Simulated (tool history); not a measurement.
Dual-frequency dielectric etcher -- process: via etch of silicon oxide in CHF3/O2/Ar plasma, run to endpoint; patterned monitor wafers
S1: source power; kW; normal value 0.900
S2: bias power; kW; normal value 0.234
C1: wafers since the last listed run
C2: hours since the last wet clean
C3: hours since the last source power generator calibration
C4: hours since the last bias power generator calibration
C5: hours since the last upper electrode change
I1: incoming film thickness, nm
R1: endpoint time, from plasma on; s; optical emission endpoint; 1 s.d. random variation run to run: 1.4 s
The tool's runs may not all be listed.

| run | hour | S1 | S2 | C1 | C2 | C3 | C4 | C5 | I1 | R1 |
|---|---|---|---|---|---|---|---|---|---|---|
| 1 | 0.0 | 0.900 | 0.202 | 0 | 547.9 | 3168.1 | 4251.0 | 4856.0 | 589.5 | 245.2 |
|  | 18.9 | wet clean of the chamber |
| 2 | 60.3 | 0.900 | 0.202 | 120 | 41.4 | 3228.4 | 4311.3 | 4916.3 | 585.2 | 246.5 |
| 3 | 123.2 | 0.900 | 0.234 | 182 | 104.3 | 3291.3 | 4374.2 | 4979.2 | 587.4 | 230.8 |
| 4 | 191.7 | 0.900 | 0.234 | 198 | 172.8 | 3359.8 | 4442.7 | 5047.7 | 576.1 | 228.7 |
| 5 | 216.5 | 0.900 | 0.234 | 71 | 197.6 | 3384.6 | 4467.5 | 5072.5 | 581.9 | 231.8 |
| 6 | 258.6 | 0.900 | 0.234 | 122 | 239.7 | 3426.7 | 4509.6 | 5114.6 | 579.4 | 229.2 |
| 7 | 313.1 | 0.760 | 0.220 | 158 | 294.2 | 3481.2 | 4564.1 | 5169.1 | 584.5 | 245.6 |
|  | 485.5 | bias power generator calibrated |
| 8 | 523.8 | 0.760 | 0.220 | 599 | 504.9 | 3691.9 | 38.3 | 5379.8 | 585.6 | 245.5 |
| 9 | 556.3 | 0.760 | 0.220 | 94 | 537.4 | 3724.4 | 70.8 | 5412.3 | 578.6 | 240.9 |
|  | 604.4 | wet clean of the chamber |
|  | 635.5 | upper electrode replaced |
| 10 | 636.0 | 0.990 | 0.201 | 92 | 31.6 | 3804.1 | 150.5 | 0.5 | 588.3 | 244.8 |
|  | 695.3 | source power generator calibrated |
| 11 | 695.8 | 0.990 | 0.201 | 161 | 91.4 | 0.5 | 210.3 | 60.3 | 584.5 | 242.3 |
| 12 | 753.7 | 0.830 | 0.257 | 168 | 149.3 | 58.4 | 268.2 | 118.2 | 581.3 | 225.8 |
| 13 | 778.1 | 0.830 | 0.257 | 70 | 173.7 | 82.8 | 292.6 | 142.6 | 581.3 | 225.8 |
| 14 | 806.3 | 0.760 | 0.220 | 81 | 201.9 | 111.0 | 320.8 | 170.8 | 582.5 | 242.4 |
| 15 | 831.0 | 0.750 | 0.270 | 71 | 226.6 | 135.7 | 345.5 | 195.5 | 584.9 | 226.3 |
| 16 | 868.4 | 0.900 | 0.234 | 108 | 264.0 | 173.1 | 382.9 | 232.9 | 581.0 | 231.9 |
| 17 | 899.7 | 0.830 | 0.257 | 90 | 295.3 | 204.4 | 414.2 | 264.2 | 587.2 | 228.6 |
| 18 | 937.9 | 0.700 | 0.214 | 110 | 333.5 | 242.6 | 452.4 | 302.4 | 585.0 | 252.7 |
| 19 | 1001.5 | 0.900 | 0.267 | 184 | 397.1 | 306.2 | 516.0 | 366.0 | 587.3 | 222.5 |
|  | 1207.2 | wet clean of the chamber |
| 20 | 1216.2 | 0.900 | 0.202 | 553 | 9.0 | 520.9 | 730.7 | 580.7 | 582.1 | 243.7 |
| 21 | 1275.2 | 1.020 | 0.234 | 171 | 68.0 | 579.9 | 789.7 | 639.7 | 587.0 | 224.7 |
| 22 | 1329.3 | 0.900 | 0.234 | 157 | 122.1 | 634.0 | 843.8 | 693.8 | 585.6 | 231.5 |
| 23 | 1396.8 | 0.700 | 0.195 | 195 | 189.6 | 701.5 | 911.3 | 761.3 | 585.7 | 262.6 |
| 24 | 1453.8 | 0.840 | 0.268 | 165 | 246.6 | 758.5 | 968.3 | 818.3 | 583.1 | 221.5 |
| 25 | 1485.2 | 1.000 | 0.211 | 91 | 278.0 | 789.9 | 999.7 | 849.7 | 585.8 | 239.0 |
| 26 | 1556.7 | 0.990 | 0.234 | 207 | 349.5 | 861.4 | 1071.2 | 921.2 | 583.1 | 225.7 |
| 27 | 1598.5 | 0.900 | 0.234 | 121 | 391.3 | 903.2 | 1113.0 | 963.0 | 581.7 | 231.5 |

4 ways to go on from here, each from the tool as it stands after run 27. What would each give?
| A | 1599.0 | 0.900 | 0.234 | 1 | 391.8 | 903.7 | 1113.5 | 963.5 | 588.7 | ? |
| B | 1599.0 | 0.900 | 0.255 | 1 | 391.8 | 903.7 | 1113.5 | 963.5 | 588.7 | ? |
| C | 1599.0 | 1.110 | 0.283 | 1 | 391.8 | 903.7 | 1113.5 | 963.5 | 588.7 | ? |
| D | 1599.0 | 1.040 | 0.283 | 1 | 391.8 | 903.7 | 1113.5 | 963.5 | 588.7 | ? |

| run | R1 |
|---|---|
| A | 237.0 |
| B | 229.1 |
| C | 210.9 |
| D | 213.7 |
Take away the tool's hidden state, keep each run's random variation, and the runs would have read:
| run | R1 |
|---|---|
| A | 237.0 |
| B | 229.1 |
| C | 210.9 |
| D | 213.7 |

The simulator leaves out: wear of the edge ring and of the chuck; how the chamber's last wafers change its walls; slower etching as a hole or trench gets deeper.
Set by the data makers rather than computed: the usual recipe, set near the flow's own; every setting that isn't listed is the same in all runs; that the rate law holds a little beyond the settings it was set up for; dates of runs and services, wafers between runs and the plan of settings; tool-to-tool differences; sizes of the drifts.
